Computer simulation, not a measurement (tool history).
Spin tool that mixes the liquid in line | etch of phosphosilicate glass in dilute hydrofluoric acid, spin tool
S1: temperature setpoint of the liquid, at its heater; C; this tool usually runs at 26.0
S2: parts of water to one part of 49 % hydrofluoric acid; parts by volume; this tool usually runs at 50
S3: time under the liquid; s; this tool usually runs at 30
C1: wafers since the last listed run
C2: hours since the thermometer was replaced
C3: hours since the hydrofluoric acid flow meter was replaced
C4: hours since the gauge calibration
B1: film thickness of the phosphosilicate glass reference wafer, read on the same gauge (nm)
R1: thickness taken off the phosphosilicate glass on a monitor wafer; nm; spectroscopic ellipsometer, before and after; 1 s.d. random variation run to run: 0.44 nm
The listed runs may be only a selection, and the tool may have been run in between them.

Run 1, hour 0.0: usual settings; C1 0; C2 748.8; C3 1111.0; C4 581.5; B1 62.38. Result: R1 57.02 nm.
Run 2, hour 40.3: usual settings; C1 807; C2 789.1; C3 1151.3; C4 621.8; B1 62.50. Result: R1 56.40 nm.
Run 3, hour 110.5: usual settings; C1 1407; C2 859.3; C3 1221.5; C4 692.0; B1 62.55. Result: R1 56.73 nm.
Run 4, hour 144.8: usual settings; C1 687; C2 893.6; C3 1255.8; C4 726.3; B1 62.53. Result: R1 56.73 nm.
Run 5, hour 241.6: usual settings; C1 1940; C2 990.4; C3 1352.6; C4 823.1; B1 62.64. Result: R1 56.96 nm.
Run 6, hour 282.3: usual settings; C1 815; C2 1031.1; C3 1393.3; C4 863.8; B1 62.64. Result: R1 56.80 nm.
Run 7, hour 331.2: usual settings; C1 980; C2 1080.0; C3 1442.2; C4 912.7; B1 62.65. Result: R1 56.32 nm.
Run 8, hour 372.2: usual settings; C1 821; C2 1121.0; C3 1483.2; C4 953.7; B1 62.66. Result: R1 57.14 nm.
Run 9, hour 398.4: usual settings; C1 525; C2 1147.2; C3 1509.4; C4 979.9; B1 62.69. Result: R1 57.90 nm.
Run 10, hour 440.7: usual settings; C1 847; C2 1189.5; C3 1551.7; C4 1022.2; B1 62.70. Result: R1 56.26 nm.
At hour 466.4: gauge calibrated.
Run 11, hour 483.9: usual settings but S1 30.5 C; C1 865; C2 1232.7; C3 1594.9; C4 17.5; B1 59.82. Result: R1 63.98 nm.
Run 12, hour 549.4: usual settings; C1 1312; C2 1298.2; C3 1660.4; C4 83.0; B1 60.22. Result: R1 55.03 nm.

For run 13, what comes out?
At hour 608.1: thermometer replaced.
Run 13, hour 608.9: usual settings but S1 30.0 C, S2 65 parts by volume, S3 15 s; C1 1172; C2 0.8; C3 1719.9; C4 142.5; B1 ?. Result: R1 ?.

B1: 60.55
R1: 23.97 nm
Had the tool carried no hidden state, the very same run would have given R1 23.74 nm.

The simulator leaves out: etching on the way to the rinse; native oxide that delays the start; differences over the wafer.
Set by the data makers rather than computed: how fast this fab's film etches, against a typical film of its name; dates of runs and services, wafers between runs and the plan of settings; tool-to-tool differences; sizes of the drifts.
